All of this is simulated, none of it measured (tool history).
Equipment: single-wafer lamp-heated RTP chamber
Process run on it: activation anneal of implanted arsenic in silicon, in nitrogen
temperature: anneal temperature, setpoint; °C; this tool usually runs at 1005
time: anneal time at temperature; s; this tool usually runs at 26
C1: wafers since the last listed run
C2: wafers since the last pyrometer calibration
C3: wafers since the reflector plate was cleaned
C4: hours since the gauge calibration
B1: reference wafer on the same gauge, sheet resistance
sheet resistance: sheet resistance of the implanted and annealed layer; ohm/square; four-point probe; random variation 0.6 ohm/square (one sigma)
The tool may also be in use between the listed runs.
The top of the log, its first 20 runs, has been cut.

Run 21, hour 581: usual settings; C1 216; C2 2911; C3 1525; C4 198.9; B1 205.91. Result: sheet resistance 181.15 ohm/square.
Run 22, hour 603.5: usual settings but temperature 1022 °C; C1 226; C2 3137; C3 1752; C4 221.4; B1 206.15. Result: sheet resistance 178.67 ohm/square.
Run 23, hour 631.8: usual settings but temperature 997 °C, time 21 s; C1 285; C2 3423; C3 2037; C4 249.7; B1 205.92. Result: sheet resistance 182.54 ohm/square.
At hour 643.2: pyrometer window cleaned and pyrometer calibrated.
Run 24, hour 653.9: usual settings but temperature 1016 °C, time 31 s; C1 142; C2 107; C3 2179; C4 271.8; B1 206.19. Result: sheet resistance 178.35 ohm/square.
Run 25, hour 668.2: usual settings; C1 144; C2 251; C3 2323; C4 286.1; B1 205.81. Result: sheet resistance 180.65 ohm/square.
Run 26, hour 688.3: usual settings but temperature 1034 °C, time 18 s; C1 202; C2 454; C3 2526; C4 306.2; B1 206.22. Result: sheet resistance 178.39 ohm/square.
Run 27, hour 702.7: usual settings but temperature 1015 °C, time 31 s; C1 145; C2 599; C3 2671; C4 320.6; B1 206.02. Result: sheet resistance 178.57 ohm/square.
Run 28, hour 734.1: usual settings but temperature 984 °C; C1 316; C2 916; C3 2988; C4 352; B1 205.9. Result: sheet resistance 182.49 ohm/square.
Run 29, hour 763: usual settings; C1 291; C2 1207; C3 3279; C4 380.9; B1 205.98. Result: sheet resistance 179.61 ohm/square.
Run 30, hour 780.6: usual settings; C1 177; C2 1384; C3 3456; C4 398.5; B1 205.92. Result: sheet resistance 180.61 ohm/square.
Run 31, hour 815.1: usual settings but temperature 1021 °C, time 12 s; C1 347; C2 1732; C3 3804; C4 433; B1 206.21. Result: sheet resistance 181.31 ohm/square.
Run 32, hour 846.3: usual settings but time 38 s; C1 314; C2 2047; C3 4119; C4 464.2; B1 205.69. Result: sheet resistance 177.72 ohm/square.
Run 33, hour 864.9: usual settings but temperature 1034 °C, time 31 s; C1 187; C2 2234; C3 4306; C4 482.8; B1 205.82. Result: sheet resistance 175.17 ohm/square.
Run 34, hour 883.8: usual settings; C1 190; C2 2425; C3 4497; C4 501.7; B1 206.1. Result: sheet resistance 180.97 ohm/square.
Run 35, hour 908.7: usual settings but temperature 1016 °C, time 11 s; C1 250; C2 2676; C3 4748; C4 526.6; B1 206.25. Result: sheet resistance 182.73 ohm/square.
Run 36, hour 926.8: usual settings but temperature 987 °C, time 31 s; C1 182; C2 2858; C3 4930; C4 544.7; B1 206.14. Result: sheet resistance 179.94 ohm/square.

What if the next run were any one of these 5? Each begins from the tool's condition after run 36:
Run A, hour 927.2: usual settings; C1 4; C2 2862; C3 4934; C4 545.1; B1 ?. Result: sheet resistance ?.
Run B, hour 927.2: usual settings but temperature 1018 °C; C1 4; C2 2862; C3 4934; C4 545.1; B1 ?. Result: sheet resistance ?.
Run C, hour 927.2: usual settings but time 21 s; C1 4; C2 2862; C3 4934; C4 545.1; B1 ?. Result: sheet resistance ?.
Run D, hour 927.2: usual settings but temperature 978 °C; C1 4; C2 2862; C3 4934; C4 545.1; B1 ?. Result: sheet resistance ?.
Run E, hour 927.2: usual settings but temperature 994 °C, time 31 s; C1 4; C2 2862; C3 4934; C4 545.1; B1 ?. Result: sheet resistance ?.

run      B1  sheet resistance
  A  205.67             180.7
  B  205.67            179.23
  C  205.67            181.71
  D  205.67            183.51
  E  205.67            181.06
With the hidden condition removed and each run's random variation left untouched, the same runs would have given:
run  sheet resistance
  A             180.7
  B            179.23
  C            181.71
  D            183.51
  E            181.06
